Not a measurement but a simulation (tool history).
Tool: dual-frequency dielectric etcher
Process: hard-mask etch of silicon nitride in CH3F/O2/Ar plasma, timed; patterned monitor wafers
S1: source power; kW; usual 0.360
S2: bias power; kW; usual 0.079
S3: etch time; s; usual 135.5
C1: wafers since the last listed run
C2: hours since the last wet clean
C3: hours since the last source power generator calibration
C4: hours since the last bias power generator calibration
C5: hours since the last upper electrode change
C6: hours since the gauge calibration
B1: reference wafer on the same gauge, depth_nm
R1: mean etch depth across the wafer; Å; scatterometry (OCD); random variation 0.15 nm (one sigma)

run   hour     S1     S2     S3    C1     C2      C3      C4      C5     C6    B1    R1
  1    0.0  0.360  0.079  135.5     0  161.4  2694.2  4879.2  2065.4  474.4  88.0  1013
  2   60.8  0.360  0.079  135.5   672  222.2  2755.0  4940.0  2126.2  535.2  88.0  1009
  3  106.0  0.360  0.079  135.5   499  267.4  2800.2  4985.2  2171.4  580.4  88.0  1010
  4  165.1  0.360  0.079  135.5   653  326.5  2859.3  5044.3  2230.5  639.5  88.0  1012
  5  236.4  0.390  0.090  135.5   788  397.8  2930.6  5115.6  2301.8  710.8  88.0  1084
     262.7  -- gauge calibrated
     304.2  -- upper electrode replaced
  6  304.7  0.360  0.079  135.5   489  466.1  2998.9  5183.9     0.5   42.0  88.0  1018
     341.5  -- bias power generator calibrated
  7  346.0  0.360  0.079  135.5   412  507.4  3040.2     4.5    41.8   83.3  88.0  1017
     384.2  -- wet clean of the chamber
  8  416.2  0.360  0.079  135.5   510   32.0  3110.4    74.7   112.0  153.5  88.1  1009
     474.3  -- source power generator calibrated
  9  477.8  0.300  0.079  149.5   636   93.6     3.5   136.3   173.6  215.1  88.0  1053
 10  514.9  0.390  0.068  135.5   410  130.7    40.6   173.4   210.7  252.2  88.0   996
 11  549.0  0.360  0.079  135.5   377  164.8    74.7   207.5   244.8  286.3  88.0  1013
 12  584.9  0.270  0.094  148.0   396  200.7   110.6   243.4   280.7  322.2  88.1  1067
 13  615.3  0.380  0.079   98.0   336  231.1   141.0   273.8   311.1  352.6  88.0   743
 14  830.8  0.420  0.094  135.5  2382  446.6   356.5   489.3   526.6  568.1  87.9  1124

3 ways to go on from here, each from the tool as it stands after run 14. What would each give?
  A  831.3  0.360  0.092  135.5   5  447.1  357.0  489.8  527.1  568.6   ?   ?
  B  831.3  0.360  0.072  164.0   5  447.1  357.0  489.8  527.1  568.6   ?   ?
  C  831.3  0.430  0.068  161.5   5  447.1  357.0  489.8  527.1  568.6   ?   ?

run    B1    R1
  A  88.0  1065
  B  88.0  1200
  C  88.0  1233
Without the tool's hidden state the same runs would have given:
run    R1
  A  1056
  B  1190
  C  1222
